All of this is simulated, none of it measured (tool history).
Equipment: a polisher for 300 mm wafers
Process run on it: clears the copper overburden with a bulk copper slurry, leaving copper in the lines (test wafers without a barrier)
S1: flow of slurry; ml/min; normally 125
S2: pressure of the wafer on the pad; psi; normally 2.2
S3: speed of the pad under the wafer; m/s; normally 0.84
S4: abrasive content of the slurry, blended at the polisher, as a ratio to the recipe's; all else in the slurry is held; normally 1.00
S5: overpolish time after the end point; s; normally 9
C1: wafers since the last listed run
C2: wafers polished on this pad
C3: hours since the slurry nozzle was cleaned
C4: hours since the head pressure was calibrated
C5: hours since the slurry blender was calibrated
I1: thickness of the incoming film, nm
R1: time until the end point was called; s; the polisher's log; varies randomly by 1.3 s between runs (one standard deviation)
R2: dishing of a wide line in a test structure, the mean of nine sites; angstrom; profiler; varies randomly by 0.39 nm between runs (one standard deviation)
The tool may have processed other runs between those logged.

{"run": 1, "day": 0.0, "S1": 125, "S2": 2.2, "S3": 0.84, "S4": 1.0, "S5": 9, "C1": 0, "C2": 763, "C3": 160.9, "C4": 38.1, "C5": 218.9, "I1": 710.6, "R1": 155.7, "R2": 260}
{"run": 2, "day": 0.583, "S1": 125, "S2": 1.8, "S3": 0.84, "S4": 1.0, "S5": 9, "C1": 127, "C2": 891, "C3": 174.9, "C4": 52.1, "C5": 232.9, "I1": 712.1, "R1": 190.7, "R2": 226}
{"day": 1.008, "done": "slurry blender recalibrated"}
{"run": 3, "day": 1.988, "S1": 125, "S2": 2.2, "S3": 0.84, "S4": 1.0, "S5": 9, "C1": 287, "C2": 1179, "C3": 208.6, "C4": 85.8, "C5": 23.5, "I1": 704.8, "R1": 150.4, "R2": 258}
{"run": 4, "day": 2.829, "S1": 125, "S2": 2.2, "S3": 0.84, "S4": 1.0, "S5": 9, "C1": 183, "C2": 1362, "C3": 228.8, "C4": 106.0, "C5": 43.7, "I1": 715.4, "R1": 156.4, "R2": 260}
{"run": 5, "day": 3.667, "S1": 125, "S2": 2.0, "S3": 0.84, "S4": 1.0, "S5": 5, "C1": 182, "C2": 1545, "C3": 248.9, "C4": 126.1, "C5": 63.8, "I1": 702.4, "R1": 165.9, "R2": 148}
{"day": 5.15, "done": "worn pad replaced by a new one"}
{"run": 6, "day": 5.171, "S1": 125, "S2": 3.0, "S3": 0.84, "S4": 1.2, "S5": 7, "C1": 291, "C2": 4, "C3": 285.0, "C4": 162.2, "C5": 99.9, "I1": 697.6, "R1": 107.6, "R2": 284}
{"run": 7, "day": 6.471, "S1": 125, "S2": 1.4, "S3": 0.84, "S4": 1.2, "S5": 9, "C1": 283, "C2": 287, "C3": 316.2, "C4": 193.4, "C5": 131.1, "I1": 697.2, "R1": 234.1, "R2": 180}
{"run": 8, "day": 7.738, "S1": 125, "S2": 2.4, "S3": 0.56, "S4": 1.0, "S5": 9, "C1": 276, "C2": 564, "C3": 346.6, "C4": 223.8, "C5": 161.5, "I1": 714.1, "R1": 206.3, "R2": 206}
{"run": 9, "day": 8.467, "S1": 125, "S2": 2.4, "S3": 0.84, "S4": 1.0, "S5": 9, "C1": 158, "C2": 723, "C3": 364.1, "C4": 241.3, "C5": 179.0, "I1": 713.3, "R1": 142.2, "R2": 281}
{"day": 8.596, "done": "slurry nozzle cleaned"}
{"run": 10, "day": 9.129, "S1": 125, "S2": 2.2, "S3": 0.84, "S4": 1.0, "S5": 9, "C1": 135, "C2": 858, "C3": 12.8, "C4": 257.2, "C5": 194.9, "I1": 702.9, "R1": 141.1, "R2": 274}
{"run": 11, "day": 10.325, "S1": 125, "S2": 1.7, "S3": 0.84, "S4": 0.8, "S5": 9, "C1": 260, "C2": 1119, "C3": 41.5, "C4": 285.9, "C5": 223.6, "I1": 699.6, "R1": 186.6, "R2": 220}
{"run": 12, "day": 11.175, "S1": 125, "S2": 2.4, "S3": 0.56, "S4": 1.0, "S5": 9, "C1": 185, "C2": 1304, "C3": 61.9, "C4": 306.3, "C5": 244.0, "I1": 702.3, "R1": 192.6, "R2": 217}
{"day": 11.438, "done": "slurry blender recalibrated"}
{"run": 13, "day": 12.671, "S1": 80, "S2": 2.8, "S3": 0.84, "S4": 0.75, "S5": 5, "C1": 307, "C2": 1612, "C3": 97.8, "C4": 342.2, "C5": 29.6, "I1": 703.0, "R1": 136.8, "R2": 188}
{"run": 14, "day": 13.225, "S1": 125, "S2": 3.0, "S3": 0.84, "S4": 1.3, "S5": 9, "C1": 120, "C2": 1733, "C3": 111.1, "C4": 355.5, "C5": 42.9, "I1": 700.3, "R1": 103.4, "R2": 360}
{"run": 15, "day": 14.504, "S1": 125, "S2": 2.2, "S3": 0.72, "S4": 1.0, "S5": 9, "C1": 278, "C2": 2012, "C3": 141.8, "C4": 386.2, "C5": 73.6, "I1": 707.5, "R1": 167.6, "R2": 243}
{"day": 15.129, "done": "worn pad replaced by a new one"}
{"run": 16, "day": 15.15, "S1": 125, "S2": 2.2, "S3": 0.84, "S4": 0.75, "S5": 6, "C1": 104, "C2": 4, "C3": 157.3, "C4": 401.7, "C5": 89.1, "I1": 706.0, "R1": 149.2, "R2": 194}
{"run": 17, "day": 16.483, "S1": 125, "S2": 2.2, "S3": 0.84, "S4": 0.75, "S5": 9, "C1": 290, "C2": 295, "C3": 189.3, "C4": 433.7, "C5": 121.1, "I1": 710.9, "R1": 150.8, "R2": 266}
{"run": 18, "day": 17.817, "S1": 170, "S2": 2.2, "S3": 0.98, "S4": 0.7, "S5": 9, "C1": 290, "C2": 586, "C3": 221.3, "C4": 465.7, "C5": 153.1, "I1": 710.4, "R1": 122.4, "R2": 307}
{"run": 19, "day": 19.088, "S1": 155, "S2": 1.8, "S3": 1.08, "S4": 1.0, "S5": 11, "C1": 277, "C2": 863, "C3": 251.8, "C4": 496.2, "C5": 183.6, "I1": 709.1, "R1": 136.1, "R2": 323}
{"run": 20, "day": 19.704, "S1": 125, "S2": 2.2, "S3": 0.84, "S4": 1.0, "S5": 9, "C1": 134, "C2": 997, "C3": 266.6, "C4": 511.0, "C5": 198.4, "I1": 692.9, "R1": 143.4, "R2": 265}
{"run": 21, "day": 20.721, "S1": 160, "S2": 2.2, "S3": 0.84, "S4": 1.0, "S5": 9, "C1": 221, "C2": 1219, "C3": 291.0, "C4": 535.4, "C5": 222.8, "I1": 716.4, "R1": 141.9, "R2": 283}
{"day": 21.642, "done": "slurry blender recalibrated"}
{"run": 22, "day": 22.212, "S1": 90, "S2": 2.2, "S3": 0.54, "S4": 1.0, "S5": 8, "C1": 307, "C2": 1526, "C3": 326.8, "C4": 571.2, "C5": 13.7, "I1": 695.3, "R1": 247.3, "R2": 160}
{"run": 23, "day": 22.975, "S1": 105, "S2": 2.2, "S3": 0.84, "S4": 1.0, "S5": 9, "C1": 166, "C2": 1692, "C3": 345.1, "C4": 589.5, "C5": 32.0, "I1": 690.8, "R1": 150.3, "R2": 264}
{"run": 24, "day": 23.738, "S1": 125, "S2": 2.2, "S3": 0.84, "S4": 1.0, "S5": 5, "C1": 166, "C2": 1858, "C3": 363.4, "C4": 607.8, "C5": 50.3, "I1": 692.5, "R1": 144.9, "R2": 172}
{"run": 25, "day": 24.471, "S1": 85, "S2": 1.6, "S3": 1.08, "S4": 0.7, "S5": 9, "C1": 159, "C2": 2018, "C3": 381.0, "C4": 625.4, "C5": 67.9, "I1": 701.1, "R1": 188.4, "R2": 219}
{"day": 25.283, "done": "slurry nozzle cleaned"}
{"day": 25.579, "done": "worn pad replaced by a new one"}
{"run": 26, "day": 25.6, "S1": 125, "S2": 2.2, "S3": 0.84, "S4": 1.0, "S5": 9, "C1": 200, "C2": 4, "C3": 7.6, "C4": 652.5, "C5": 95.0, "I1": 692.1, "R1": 135.8, "R2": 282}
{"run": 27, "day": 26.575, "S1": 125, "S2": 2.2, "S3": 0.58, "S4": 0.85, "S5": 12, "C1": 212, "C2": 217, "C3": 31.0, "C4": 675.9, "C5": 118.4, "I1": 705.1, "R1": 200.2, "R2": 262}
{"run": 28, "day": 28.721, "S1": 125, "S2": 2.5, "S3": 0.84, "S4": 1.0, "S5": 13, "C1": 467, "C2": 684, "C3": 82.5, "C4": 727.4, "C5": 169.9, "I1": 696.3, "R1": 124.4, "R2": 389}
{"run": 29, "day": 29.925, "S1": 125, "S2": 2.2, "S3": 0.64, "S4": 1.0, "S5": 9, "C1": 262, "C2": 947, "C3": 111.4, "C4": 756.3, "C5": 198.8, "I1": 707.2, "R1": 184.8, "R2": 230}

Results for each run, recomputed without the tool's hidden state and with each run's random variation untouched:
The tool's hidden condition here consists of: removal rate lost through wear of the pad, %; slurry flow missing at the pad, %; deviation of the head's pressure from its setpoint, %; abrasive missing from the slurry, %.
run=1 R1=148.5 R2=269
run=2 R1=182.1 R2=234
run=3 R1=144.0 R2=266
run=4 R1=150.0 R2=268
run=5 R1=159.4 R2=153
run=6 R1=103.7 R2=291
run=7 R1=226.3 R2=185
run=8 R1=199.9 R2=210
run=9 R1=138.0 R2=286
run=10 R1=145.4 R2=267
run=11 R1=190.9 R2=215
run=12 R1=196.2 R2=213
run=13 R1=135.8 R2=188
run=14 R1=104.4 R2=357
run=15 R1=168.6 R2=241
run=16 R1=150.0 R2=193
run=17 R1=151.2 R2=265
run=18 R1=124.3 R2=302
run=19 R1=137.6 R2=319
run=20 R1=143.4 R2=263
run=21 R1=143.6 R2=279
run=22 R1=241.5 R2=162
run=23 R1=148.4 R2=265
run=24 R1=144.8 R2=172
run=25 R1=182.9 R2=223
run=26 R1=144.2 R2=269
run=27 R1=211.0 R2=251
run=28 R1=129.3 R2=378
run=29 R1=190.9 R2=223
